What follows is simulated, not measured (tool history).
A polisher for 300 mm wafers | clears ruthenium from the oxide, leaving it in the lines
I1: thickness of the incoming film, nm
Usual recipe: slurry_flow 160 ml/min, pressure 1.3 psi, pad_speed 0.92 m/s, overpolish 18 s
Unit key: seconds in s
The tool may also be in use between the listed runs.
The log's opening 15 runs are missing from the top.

run 16 hour=855.5 | slurry_flow=160 pressure=1.3 pad_speed=0.92 overpolish=18 | I1=74.8 | seconds=99.6
run 17 hour=886.6 | slurry_flow=160 pressure=1.3 pad_speed=0.92 overpolish=18 | I1=75.5 | seconds=102
run 18 hour=911.8 | slurry_flow=160 pressure=1.3 pad_speed=0.92 overpolish=18 | I1=73.4 | seconds=99.2
-- hour=933.1 worn pad replaced by a new one
run 19 hour=968.5 | slurry_flow=160 pressure=1.3 pad_speed=0.92 overpolish=27 | I1=74.9 | seconds=92.1
-- hour=1057.1 slurry nozzle cleaned
run 20 hour=1142.9 | slurry_flow=175 pressure=1.3 pad_speed=0.82 overpolish=8 | I1=74.2 | seconds=97
run 21 hour=1206.5 | slurry_flow=160 pressure=1.3 pad_speed=0.92 overpolish=18 | I1=75.7 | seconds=93.9
run 22 hour=1247.6 | slurry_flow=160 pressure=1.5 pad_speed=0.78 overpolish=12 | I1=74.8 | seconds=91.7
run 23 hour=1313 | slurry_flow=160 pressure=1.3 pad_speed=0.68 overpolish=9 | I1=75.5 | seconds=121
-- hour=1324 worn pad replaced by a new one
run 24 hour=1355.8 | slurry_flow=125 pressure=1.6 pad_speed=0.8 overpolish=18 | I1=73.4 | seconds=78
run 25 hour=1390.6 | slurry_flow=160 pressure=1 pad_speed=0.72 overpolish=8 | I1=75.1 | seconds=128.8
run 26 hour=1423.8 | slurry_flow=160 pressure=1.1 pad_speed=0.66 overpolish=18 | I1=75 | seconds=126.3
run 27 hour=1459.5 | slurry_flow=195 pressure=0.8 pad_speed=1.22 overpolish=28 | I1=74.6 | seconds=114
-- hour=1491.2 slurry nozzle cleaned
run 28 hour=1500.4 | slurry_flow=160 pressure=1.1 pad_speed=0.66 overpolish=18 | I1=75.2 | seconds=126.1
run 29 hour=1553.3 | slurry_flow=120 pressure=1.3 pad_speed=0.92 overpolish=18 | I1=75.1 | seconds=98.9
-- hour=1646.5 worn pad replaced by a new one
run 30 hour=1686.8 | slurry_flow=160 pressure=1.3 pad_speed=0.92 overpolish=25 | I1=75 | seconds=85.6
run 31 hour=1740.4 | slurry_flow=160 pressure=1.7 pad_speed=1.2 overpolish=14 | I1=74.8 | seconds=55.7
-- hour=1768.8 head pressure recalibrated
run 32 hour=1769.3 | slurry_flow=110 pressure=0.9 pad_speed=0.92 overpolish=26 | I1=74 | seconds=154.6
run 33 hour=1813.7 | slurry_flow=185 pressure=1.1 pad_speed=0.92 overpolish=18 | I1=74.9 | seconds=112.3
run 34 hour=1856.6 | slurry_flow=160 pressure=1.3 pad_speed=1 overpolish=21 | I1=73.9 | seconds=91

Here are 5 independent what-if runs from the current tool condition. What would each one return?
run A hour=1857.1 | slurry_flow=160 pressure=1.3 pad_speed=0.92 overpolish=18 | I1=74.4 | seconds=?
run B hour=1857.1 | slurry_flow=135 pressure=1.3 pad_speed=0.92 overpolish=18 | I1=74.4 | seconds=?
run C hour=1857.1 | slurry_flow=210 pressure=1.3 pad_speed=0.78 overpolish=9 | I1=74.4 | seconds=?
run D hour=1857.1 | slurry_flow=190 pressure=1.6 pad_speed=1.08 overpolish=9 | I1=74.4 | seconds=?
run E hour=1857.1 | slurry_flow=160 pressure=1.3 pad_speed=0.72 overpolish=18 | I1=74.4 | seconds=?

run=A seconds=99.4
run=B seconds=102.8
run=C seconds=105.4
run=D seconds=70.8
run=E seconds=115.1
Without the tool's unlogged condition, the same runs would have read:
run=A seconds=94
run=B seconds=97.2
run=C seconds=99.7
run=D seconds=66.9
run=E seconds=108.9

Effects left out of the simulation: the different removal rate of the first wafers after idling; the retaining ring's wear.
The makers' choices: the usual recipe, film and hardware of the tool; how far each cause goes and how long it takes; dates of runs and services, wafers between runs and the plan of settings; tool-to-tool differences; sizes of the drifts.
